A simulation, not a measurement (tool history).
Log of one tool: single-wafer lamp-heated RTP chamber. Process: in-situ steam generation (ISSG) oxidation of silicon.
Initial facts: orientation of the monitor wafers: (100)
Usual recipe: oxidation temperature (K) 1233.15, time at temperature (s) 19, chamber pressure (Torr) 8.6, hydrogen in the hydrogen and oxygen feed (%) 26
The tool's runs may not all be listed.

run	hour	oxidation temperature (K)	time at temperature (s)	chamber pressure (Torr)	hydrogen in the hydrogen and oxygen feed (%)	wafers since the last listed run	wafers since the last pyrometer calibration	hours since the pressure gauge was zeroed	hours since the hydrogen flow controller was replaced	hours since the gauge calibration	read-back reference wafer on the same gauge, thickness	oxide thickness on the monitor wafer (nm)
1	0.0	1233.15	19	8.6	21	0	204	2029.3	3831.2	84.6	5.883	4.930
2	24.8	1233.15	19	8.6	21	317	521	2054.1	3856.0	109.4	5.892	4.964
3	42.8	1233.15	22	8.6	26	230	751	2072.1	3874.0	127.4	5.891	5.564
4	56.0	1233.15	22	8.6	26	168	920	2085.3	3887.2	140.6	5.888	5.546
5	83.8	1233.15	22	8.6	26	355	1276	2113.1	3915.0	168.4	5.890	5.565
6	101.1	1228.15	19	8.6	32	221	1497	2130.4	3932.3	185.7	5.889	5.456
7	137.1	1225.15	19	8.6	26	460	1958	2166.4	3968.3	221.7	5.896	5.125
8	155.1	1225.15	19	8.6	26	230	2188	2184.4	3986.3	239.7	5.890	5.119
# hour 169.6: pyrometer window cleaned and pyrometer calibrated
9	170.1	1233.15	19	8.6	26	89	6	2199.4	4001.3	254.7	5.894	5.174
10	199.9	1221.15	19	8.6	30	381	388	2229.2	4031.1	284.5	5.892	5.194
11	215.7	1221.15	19	8.6	30	202	590	2245.0	4046.9	300.3	5.897	5.232
12	234.9	1221.15	19	8.6	30	245	836	2264.2	4066.1	319.5	5.887	5.195
# hour 248.5: hydrogen flow controller replaced
# hour 249.9: pressure gauge zeroed
13	269.2	1233.15	19	9.4	26	318	1154	19.3	20.7	353.8	5.897	5.175
14	302.3	1233.15	19	9.4	26	423	1578	52.4	53.8	386.9	5.884	5.219
15	319.0	1238.15	15	8.6	29	213	1791	69.1	70.5	403.6	5.886	4.997
16	344.8	1233.15	19	8.6	26	330	2121	94.9	96.3	429.4	5.887	5.228
# hour 358.6: pyrometer window cleaned and pyrometer calibrated
17	361.8	1233.15	22	8.6	26	115	40	111.9	113.3	446.4	5.897	5.501
18	389.6	1233.15	19	8.6	26	355	395	139.7	141.1	474.2	5.886	5.202
19	403.5	1253.15	12	7.4	23	177	573	153.6	155.0	488.1	5.888	4.493
20	429.4	1233.15	19	8.6	26	331	905	179.5	180.9	514.0	5.895	5.242
21	464.7	1222.15	19	10.0	26	451	1356	214.8	216.2	549.3	5.886	4.936
22	494.1	1240.15	19	9.5	26	376	1732	244.2	245.6	578.7	5.895	5.287
23	507.5	1224.15	19	8.6	26	171	1904	257.6	259.0	592.1	5.893	5.103
24	532.8	1233.15	19	8.6	26	323	2228	282.9	284.3	617.4	5.896	5.270
# hour 537.0: gauge calibrated
# hour 546.6: pyrometer window cleaned and pyrometer calibrated
25	556.0	1233.15	24	9.6	30	194	119	306.1	307.5	19.0	5.889	5.822
26	571.3	1249.15	24	8.6	21	195	315	321.4	322.8	34.3	5.889	5.827
27	605.5	1221.15	19	8.6	19	437	753	355.6	357.0	68.5	5.888	4.688
28	634.4	1233.15	14	7.4	26	369	1123	384.5	385.9	97.4	5.886	4.681
29	659.4	1248.15	15	8.6	20	319	1442	409.5	410.9	122.4	5.894	4.702
30	690.5	1233.15	15	8.1	26	397	1840	440.6	442.0	153.5	5.891	4.801

Hidden state at the last listed run before each entry between runs and at the first one after, where it differs:
Between runs 8 and 9: pyrometer window cleaned and pyrometer calibrated (hour 169.6)
  true wafer temperature minus pyrometer reading, K: 5.21 -> 0.201
  measured result minus the result with no hidden state, oxide thickness on the monitor wafer (nm): +0.080 -> +0.004
Between runs 12 and 13: hydrogen flow controller replaced (hour 248.5); pressure gauge zeroed (hour 249.9)
  true wafer temperature minus pyrometer reading, K: 3.63 -> 4.46
  measured result minus the result with no hidden state, oxide thickness on the monitor wafer (nm): +0.055 -> +0.073
Between runs 16 and 17: pyrometer window cleaned and pyrometer calibrated (hour 358.6)
  true wafer temperature minus pyrometer reading, K: 5.29 -> 0.58
  measured result minus the result with no hidden state, oxide thickness on the monitor wafer (nm): +0.087 -> +0.010
Between runs 24 and 25: gauge calibrated (hour 537.0); pyrometer window cleaned and pyrometer calibrated (hour 546.6)
  true wafer temperature minus pyrometer reading, K: 5.44 -> 1.31
  measured result minus the result with no hidden state, oxide thickness on the monitor wafer (nm): +0.090 -> +0.026
